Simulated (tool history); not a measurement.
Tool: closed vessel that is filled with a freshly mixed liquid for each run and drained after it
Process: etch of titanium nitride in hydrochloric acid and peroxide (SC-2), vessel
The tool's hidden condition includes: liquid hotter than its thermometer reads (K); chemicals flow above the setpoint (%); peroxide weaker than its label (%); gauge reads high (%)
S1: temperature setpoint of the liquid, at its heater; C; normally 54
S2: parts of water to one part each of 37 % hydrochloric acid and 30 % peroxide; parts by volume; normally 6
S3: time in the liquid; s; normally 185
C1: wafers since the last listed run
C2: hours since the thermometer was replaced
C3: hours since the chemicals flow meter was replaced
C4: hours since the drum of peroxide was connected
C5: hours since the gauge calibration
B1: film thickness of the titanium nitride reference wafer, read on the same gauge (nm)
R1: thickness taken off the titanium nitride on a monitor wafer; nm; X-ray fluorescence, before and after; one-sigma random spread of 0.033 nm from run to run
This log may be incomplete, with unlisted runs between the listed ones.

Run 1, hour 0: usual settings; C1 0; C2 2395.5; C3 710.8; C4 1198.4; C5 69.9; B1 59.99. Result: R1 11.91 nm.
Run 2, hour 11.4: usual settings; C1 1317; C2 2406.9; C3 722.2; C4 1209.8; C5 81.3; B1 60.02. Result: R1 11.89 nm.
Run 3, hour 18.9: usual settings; C1 866; C2 2414.4; C3 729.7; C4 1217.3; C5 88.8; B1 60.01. Result: R1 11.83 nm.
Run 4, hour 36.6: usual settings; C1 2045; C2 2432.1; C3 747.4; C4 1235; C5 106.5; B1 59.99. Result: R1 11.95 nm.
At hour 52.1: chemicals flow meter replaced.
At hour 52.7: thermometer replaced.
Run 5, hour 54.3: usual settings but S3 120 s; C1 1858; C2 1.6; C3 2.2; C4 1252.7; C5 124.2; B1 60. Result: R1 8.47 nm.
At hour 63.7: new drum of peroxide connected.
Run 6, hour 64.2: usual settings but S3 120 s; C1 1028; C2 11.5; C3 12.1; C4 0.5; C5 134.1; B1 59.98. Result: R1 8.43 nm.
At hour 73.5: thermometer replaced, repeated, since the last time left the tool worse.
Run 7, hour 77.4: usual settings; C1 1409; C2 3.9; C3 25.3; C4 13.7; C5 147.3; B1 59.99. Result: R1 10.7 nm.
Run 8, hour 91: usual settings but S3 80 s; C1 1571; C2 17.5; C3 38.9; C4 27.3; C5 160.9; B1 60.02. Result: R1 4.6 nm.
At hour 99.7: gauge calibrated.
Run 9, hour 106.4: usual settings; C1 1779; C2 32.9; C3 54.3; C4 42.7; C5 6.7; B1 60.01. Result: R1 10.69 nm.
Run 10, hour 113: usual settings but S1 60 C, S2 4.5 parts by volume; C1 762; C2 39.5; C3 60.9; C4 49.3; C5 13.3; B1 60.02. Result: R1 19.27 nm.
Run 11, hour 127.1: usual settings but S1 49 C; C1 1629; C2 53.6; C3 75; C4 63.4; C5 27.4; B1 59.97. Result: R1 7.69 nm.
Run 12, hour 138.5: usual settings but S1 60 C; C1 1317; C2 65; C3 86.4; C4 74.8; C5 38.8; B1 59.99. Result: R1 15.58 nm.
Run 13, hour 151.1: usual settings; C1 1456; C2 77.6; C3 99; C4 87.4; C5 51.4; B1 59.98. Result: R1 10.71 nm.
Run 14, hour 161: usual settings but S1 58.5 C, S3 100 s; C1 1144; C2 87.5; C3 108.9; C4 97.3; C5 61.3; B1 59.98. Result: R1 7.71 nm.

How would selected steps in R1 from run to run divide? Give the signed amount a tool lacking its hidden state would still show from settings, what came in and random variation, and the signed amount left for the hidden state, including any gauge scatter that is not in both of the compared results.
Run 6 -> 7: S3 120 -> 185, thermometer replaced, repeated, since the last time left the tool worse. R1 +2.27 nm: hidden state -1.5, all else +3.77.
Run 10 -> 11: S1 60 -> 49, S2 4.5 -> 6. R1 -11.58 nm: hidden state -0.1, all else -11.48.
